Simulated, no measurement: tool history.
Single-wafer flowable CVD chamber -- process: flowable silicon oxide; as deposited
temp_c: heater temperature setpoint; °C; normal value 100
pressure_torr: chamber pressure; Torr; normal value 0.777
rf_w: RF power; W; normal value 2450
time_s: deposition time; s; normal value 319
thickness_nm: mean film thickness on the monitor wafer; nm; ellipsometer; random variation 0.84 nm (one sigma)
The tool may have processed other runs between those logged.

run	day	temp_c	pressure_torr	rf_w	time_s	read-back reference wafer on the same gauge, thickness_nm	thickness_nm
1	0	100	0.777	2450	335	224.944	224.02
# day 2.45: capacitance manometer re-zeroed and calibrated
2	2.471	100	0.777	2450	335	225.128	228.437
# day 4.304: thermocouple changed; heater temperature recalibrated
3	4.967	100	0.777	2450	335	225.025	220.835
4	7.65	100	0.777	2450	319	224.943	210.677
5	10.508	100	0.693	2450	319	224.867	188.554
# day 12.975: showerhead replaced
6	12.996	100	0.693	2450	319	224.765	189.667
7	15.692	100	0.83	2450	360	225.337	253.57
8	17.283	100	0.669	2800	319	224.96	184.573
9	18.871	100	0.666	2230	319	224.979	177.324
10	20.333	113	0.777	2450	290	225.142	119.523
11	21.917	100	0.777	2450	319	225.142	212.329
# day 28.546: gauge calibrated
12	29.542	100	0.777	2450	319	225.066	213.044
13	32.292	100	0.955	2450	319	224.836	259.862
14	34.779	114	0.717	2200	367	224.929	130.754
15	36.604	92	0.72	2895	287	224.888	246.186
16	39.496	109	0.944	2100	292	225.12	162.163
17	41.617	100	0.777	2450	319	224.981	213.734
18	42.696	112	0.649	2450	319	224.889	113.486
19	44.908	100	0.777	2715	319	225.172	216.337
20	47.104	100	0.777	2450	319	225.228	212.35
21	48.45	100	0.777	2450	319	224.776	211.842
22	50.167	110	0.838	2450	319	224.922	156.873
23	52.746	100	0.777	2450	319	225.018	211.303
# day 53.496: thermocouple changed; heater temperature recalibrated
24	54.917	93	0.777	2450	319	225.132	270.43
25	57.95	112	0.777	2450	381	224.681	158.178
26	59.462	100	0.777	2450	319	225.306	208.607
# day 60.133: capacitance manometer re-zeroed and calibrated
27	61.742	100	0.777	2450	319	225.153	213.359

5 options for the next run, each taken on its own from the tool as it stands now. Forecast them:
A	61.762	109	0.777	2450	319	?	?
B	61.762	91	0.777	2450	319	?	?
C	61.762	100	0.638	2765	297	?	?
D	61.762	105	0.876	2295	319	?	?
E	61.762	113	0.777	2450	319	?	?

run	read-back reference wafer on the same gauge, thickness_nm	thickness_nm
A	225.108	152.278
B	225.108	300.327
C	225.108	166.747
D	225.108	197.047
E	225.108	131.995
What these runs would have given with no unlogged condition in the tool:
run	thickness_nm
A	149.793
B	295.841
C	163.998
D	193.718
E	129.913

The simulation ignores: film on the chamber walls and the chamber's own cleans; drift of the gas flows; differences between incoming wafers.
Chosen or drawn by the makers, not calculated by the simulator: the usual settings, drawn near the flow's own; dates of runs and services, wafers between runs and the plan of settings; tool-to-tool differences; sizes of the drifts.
